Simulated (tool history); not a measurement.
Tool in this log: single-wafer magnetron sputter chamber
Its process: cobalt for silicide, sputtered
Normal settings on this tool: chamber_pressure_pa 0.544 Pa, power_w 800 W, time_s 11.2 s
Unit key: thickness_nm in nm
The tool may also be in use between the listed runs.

run,hour,chamber_pressure_pa,power_w,time_s,wafers since the last listed run,wafers on the sputter target,hours since the last manometer calibration,hours since the magnet pack was replaced,hours since the gauge calibration,"read-back reference wafer on the same gauge, thickness_nm",thickness_nm
1,0,0.544,800,11.2,0,1490,1122.3,10356.7,38.2,4.787,4.362
2,9.5,0.377,800,11.2,255,1746,1131.8,10366.2,47.7,4.775,4.601
3,25.8,0.544,800,11.2,437,2183,1148.1,10382.5,64,4.788,4.406
4,42,0.544,800,11.2,435,2619,1164.3,10398.7,80.2,4.775,4.401
5,55.5,0.544,800,10.1,362,2981,1177.8,10412.2,93.7,4.779,3.953
6,66.3,0.544,800,10.1,290,3271,1188.6,10423,104.5,4.782,3.972
7,79.8,0.544,800,11.2,362,3634,1202.1,10436.5,118,4.782,4.399
# hour 90.2: capacitance manometer re-zeroed and calibrated
8,90.7,0.544,800,11.2,77,3712,0.5,10447.4,128.9,4.788,4.382
9,98.1,0.544,800,12.5,198,3911,7.9,10454.8,136.3,4.782,4.882
10,134.8,0.544,800,12.5,985,4897,44.6,10491.5,173,4.774,4.92
11,144.8,0.415,950,13.1,268,5165,54.6,10501.5,183,4.782,6.252
# hour 160.5: gauge calibrated
# hour 162.9: sputter target and shields replaced
12,163.4,0.544,800,11.2,284,14,73.2,10520.1,2.9,4.783,4.374
13,172.3,0.391,800,9.2,239,253,82.1,10529,11.8,4.78,3.751
14,183.4,0.422,800,12.5,298,551,93.2,10540.1,22.9,4.78,5.058
15,198.3,0.544,800,11.2,400,952,108.1,10555,37.8,4.778,4.38
# hour 215.1: magnet pack replaced
16,215.6,0.632,950,10,249,1201,125.4,0.5,55.1,4.782,4.508
17,223.7,0.544,700,9.2,217,1419,133.5,8.6,63.2,4.784,3.16
18,237.6,0.344,650,12.4,373,1792,147.4,22.5,77.1,4.784,4.176
19,249.6,0.544,1000,11.2,322,2115,159.4,34.5,89.1,4.781,5.498
20,265.6,0.734,800,10.4,429,2545,175.4,50.5,105.1,4.782,3.857
21,280.9,0.544,800,11.2,410,2956,190.7,65.8,120.4,4.779,4.347

What if the next run were any one of these 3? Each begins from the tool's condition after run 21:
A,281.3,0.544,800,11.2,10,2966,191.1,66.2,120.8,?,?
B,281.3,0.544,900,11.2,10,2966,191.1,66.2,120.8,?,?
C,281.3,0.544,650,11.2,10,2966,191.1,66.2,120.8,?,?

run,"read-back reference wafer on the same gauge, thickness_nm",thickness_nm
A,4.776,4.364
B,4.776,4.91
C,4.776,3.546
Without the tool's unlogged condition, the same runs would have read:
run,thickness_nm
A,4.364
B,4.91
C,3.546
